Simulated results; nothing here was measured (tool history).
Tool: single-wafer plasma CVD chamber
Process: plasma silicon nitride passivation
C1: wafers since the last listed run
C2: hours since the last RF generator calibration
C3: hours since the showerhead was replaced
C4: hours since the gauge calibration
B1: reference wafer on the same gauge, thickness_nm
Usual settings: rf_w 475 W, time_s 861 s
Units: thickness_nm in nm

{"run": 1, "hour": 0.0, "rf_w": 475, "time_s": 724, "C1": 0, "C2": 54.9, "C3": 4353.7, "C4": 921.1, "B1": 1210.743, "thickness_nm": 1044.218}
{"run": 2, "hour": 74.3, "rf_w": 400, "time_s": 861, "C1": 145, "C2": 129.2, "C3": 4428.0, "C4": 995.4, "B1": 1208.872, "thickness_nm": 1188.671}
{"run": 3, "hour": 182.2, "rf_w": 545, "time_s": 928, "C1": 211, "C2": 237.1, "C3": 4535.9, "C4": 1103.3, "B1": 1210.885, "thickness_nm": 1373.002}
{"run": 4, "hour": 260.5, "rf_w": 545, "time_s": 928, "C1": 153, "C2": 315.4, "C3": 4614.2, "C4": 1181.6, "B1": 1210.372, "thickness_nm": 1370.291}
{"run": 5, "hour": 308.2, "rf_w": 545, "time_s": 928, "C1": 93, "C2": 363.1, "C3": 4661.9, "C4": 1229.3, "B1": 1209.418, "thickness_nm": 1370.007}
{"run": 6, "hour": 389.7, "rf_w": 535, "time_s": 930, "C1": 159, "C2": 444.6, "C3": 4743.4, "C4": 1310.8, "B1": 1207.739, "thickness_nm": 1362.719}
{"run": 7, "hour": 448.6, "rf_w": 535, "time_s": 930, "C1": 115, "C2": 503.5, "C3": 4802.3, "C4": 1369.7, "B1": 1211.364, "thickness_nm": 1355.807}
{"run": 8, "hour": 519.7, "rf_w": 535, "time_s": 930, "C1": 139, "C2": 574.6, "C3": 4873.4, "C4": 1440.8, "B1": 1209.192, "thickness_nm": 1354.354}
{"run": 9, "hour": 589.3, "rf_w": 430, "time_s": 861, "C1": 136, "C2": 644.2, "C3": 4943.0, "C4": 1510.4, "B1": 1211.336, "thickness_nm": 1184.138}
{"run": 10, "hour": 668.3, "rf_w": 430, "time_s": 861, "C1": 155, "C2": 723.2, "C3": 5022.0, "C4": 1589.4, "B1": 1209.75, "thickness_nm": 1189.933}
{"run": 11, "hour": 718.9, "rf_w": 475, "time_s": 861, "C1": 99, "C2": 773.8, "C3": 5072.6, "C4": 1640.0, "B1": 1208.982, "thickness_nm": 1211.372}
{"run": 12, "hour": 768.9, "rf_w": 475, "time_s": 861, "C1": 98, "C2": 823.8, "C3": 5122.6, "C4": 1690.0, "B1": 1210.805, "thickness_nm": 1218.938}
{"run": 13, "hour": 809.4, "rf_w": 475, "time_s": 861, "C1": 79, "C2": 864.3, "C3": 5163.1, "C4": 1730.5, "B1": 1210.853, "thickness_nm": 1220.695}
{"run": 14, "hour": 872.7, "rf_w": 475, "time_s": 788, "C1": 124, "C2": 927.6, "C3": 5226.4, "C4": 1793.8, "B1": 1209.918, "thickness_nm": 1118.889}
{"hour": 941.5, "done": "RF generator calibrated"}
{"run": 15, "hour": 979.5, "rf_w": 475, "time_s": 788, "C1": 193, "C2": 38.0, "C3": 5333.2, "C4": 1900.6, "B1": 1208.543, "thickness_nm": 1139.523}
{"run": 16, "hour": 1059.2, "rf_w": 475, "time_s": 788, "C1": 156, "C2": 117.7, "C3": 5412.9, "C4": 1980.3, "B1": 1209.653, "thickness_nm": 1124.075}
{"run": 17, "hour": 1148.1, "rf_w": 475, "time_s": 861, "C1": 174, "C2": 206.6, "C3": 5501.8, "C4": 2069.2, "B1": 1212.28, "thickness_nm": 1233.24}
{"run": 18, "hour": 1244.9, "rf_w": 475, "time_s": 861, "C1": 189, "C2": 303.4, "C3": 5598.6, "C4": 2166.0, "B1": 1207.216, "thickness_nm": 1231.163}
{"run": 19, "hour": 1352.7, "rf_w": 475, "time_s": 861, "C1": 211, "C2": 411.2, "C3": 5706.4, "C4": 2273.8, "B1": 1208.76, "thickness_nm": 1227.377}
{"run": 20, "hour": 1441.2, "rf_w": 435, "time_s": 861, "C1": 173, "C2": 499.7, "C3": 5794.9, "C4": 2362.3, "B1": 1210.653, "thickness_nm": 1198.207}
{"run": 21, "hour": 1482.9, "rf_w": 545, "time_s": 731, "C1": 81, "C2": 541.4, "C3": 5836.6, "C4": 2404.0, "B1": 1208.984, "thickness_nm": 1077.028}
{"run": 22, "hour": 1560.7, "rf_w": 475, "time_s": 861, "C1": 152, "C2": 619.2, "C3": 5914.4, "C4": 2481.8, "B1": 1211.857, "thickness_nm": 1225.649}
{"run": 23, "hour": 1658.3, "rf_w": 525, "time_s": 926, "C1": 191, "C2": 716.8, "C3": 6012.0, "C4": 2579.4, "B1": 1209.877, "thickness_nm": 1354.915}
{"run": 24, "hour": 1705.7, "rf_w": 405, "time_s": 950, "C1": 93, "C2": 764.2, "C3": 6059.4, "C4": 2626.8, "B1": 1209.975, "thickness_nm": 1297.937}
{"run": 25, "hour": 1770.5, "rf_w": 475, "time_s": 982, "C1": 127, "C2": 829.0, "C3": 6124.2, "C4": 2691.6, "B1": 1212.219, "thickness_nm": 1401.485}
{"hour": 1799.6, "done": "gauge calibrated"}
{"run": 26, "hour": 1817.4, "rf_w": 475, "time_s": 861, "C1": 92, "C2": 875.9, "C3": 6171.1, "C4": 17.8, "B1": 1208.188, "thickness_nm": 1229.904}
{"run": 27, "hour": 1868.8, "rf_w": 475, "time_s": 861, "C1": 100, "C2": 927.3, "C3": 6222.5, "C4": 69.2, "B1": 1210.156, "thickness_nm": 1216.782}
{"hour": 1925.3, "done": "RF generator calibrated"}
{"run": 28, "hour": 1967.5, "rf_w": 410, "time_s": 735, "C1": 177, "C2": 42.2, "C3": 6321.2, "C4": 167.9, "B1": 1210.441, "thickness_nm": 1013.323}
{"run": 29, "hour": 2070.7, "rf_w": 405, "time_s": 861, "C1": 202, "C2": 145.4, "C3": 6424.4, "C4": 271.1, "B1": 1209.028, "thickness_nm": 1183.123}
{"run": 30, "hour": 2163.4, "rf_w": 510, "time_s": 805, "C1": 181, "C2": 238.1, "C3": 6517.1, "C4": 363.8, "B1": 1209.853, "thickness_nm": 1167.999}
{"hour": 2218.6, "done": "showerhead replaced"}
{"run": 31, "hour": 2296.6, "rf_w": 555, "time_s": 802, "C1": 245, "C2": 371.3, "C3": 78.0, "C4": 497.0, "B1": 1210.368, "thickness_nm": 1177.406}
{"run": 32, "hour": 2347.0, "rf_w": 475, "time_s": 936, "C1": 98, "C2": 421.7, "C3": 128.4, "C4": 547.4, "B1": 1210.456, "thickness_nm": 1320.693}
{"run": 33, "hour": 2449.4, "rf_w": 475, "time_s": 861, "C1": 200, "C2": 524.1, "C3": 230.8, "C4": 649.8, "B1": 1210.178, "thickness_nm": 1217.698}
{"run": 34, "hour": 2525.9, "rf_w": 475, "time_s": 861, "C1": 150, "C2": 600.6, "C3": 307.3, "C4": 726.3, "B1": 1211.388, "thickness_nm": 1210.907}
{"run": 35, "hour": 2591.2, "rf_w": 475, "time_s": 861, "C1": 128, "C2": 665.9, "C3": 372.6, "C4": 791.6, "B1": 1209.528, "thickness_nm": 1216.609}
{"run": 36, "hour": 2668.5, "rf_w": 425, "time_s": 1017, "C1": 151, "C2": 743.2, "C3": 449.9, "C4": 868.9, "B1": 1210.129, "thickness_nm": 1396.574}
{"run": 37, "hour": 2759.6, "rf_w": 475, "time_s": 795, "C1": 178, "C2": 834.3, "C3": 541.0, "C4": 960.0, "B1": 1212.996, "thickness_nm": 1117.779}
{"run": 38, "hour": 2808.2, "rf_w": 475, "time_s": 861, "C1": 95, "C2": 882.9, "C3": 589.6, "C4": 1008.6, "B1": 1211.652, "thickness_nm": 1209.936}

Hidden state at the last listed run before each entry between runs and at the first one after, where it differs:
Between runs 14 and 15: RF generator calibrated (hour 941.5)
  delivered RF power above the setpoint (%): -8.36 -> -0.983
  measured less the result without the state, thickness_nm: -23.134 -> -2.664 nm
Between runs 25 and 26: gauge calibrated (hour 1799.6)
  delivered RF power above the setpoint (%): -7.83 -> -7.92
  measured less the result without the state, thickness_nm: -27.070 -> -24.025 nm
Between runs 27 and 28: RF generator calibrated (hour 1925.3)
  delivered RF power above the setpoint (%): -8 -> -3.16
  measured less the result without the state, thickness_nm: -24.019 -> -7.702 nm
Between runs 30 and 31: showerhead replaced (hour 2218.6)
  delivered RF power above the setpoint (%): -6.55 -> -7.92
  measured less the result without the state, thickness_nm: -18.743 -> -22.992 nm
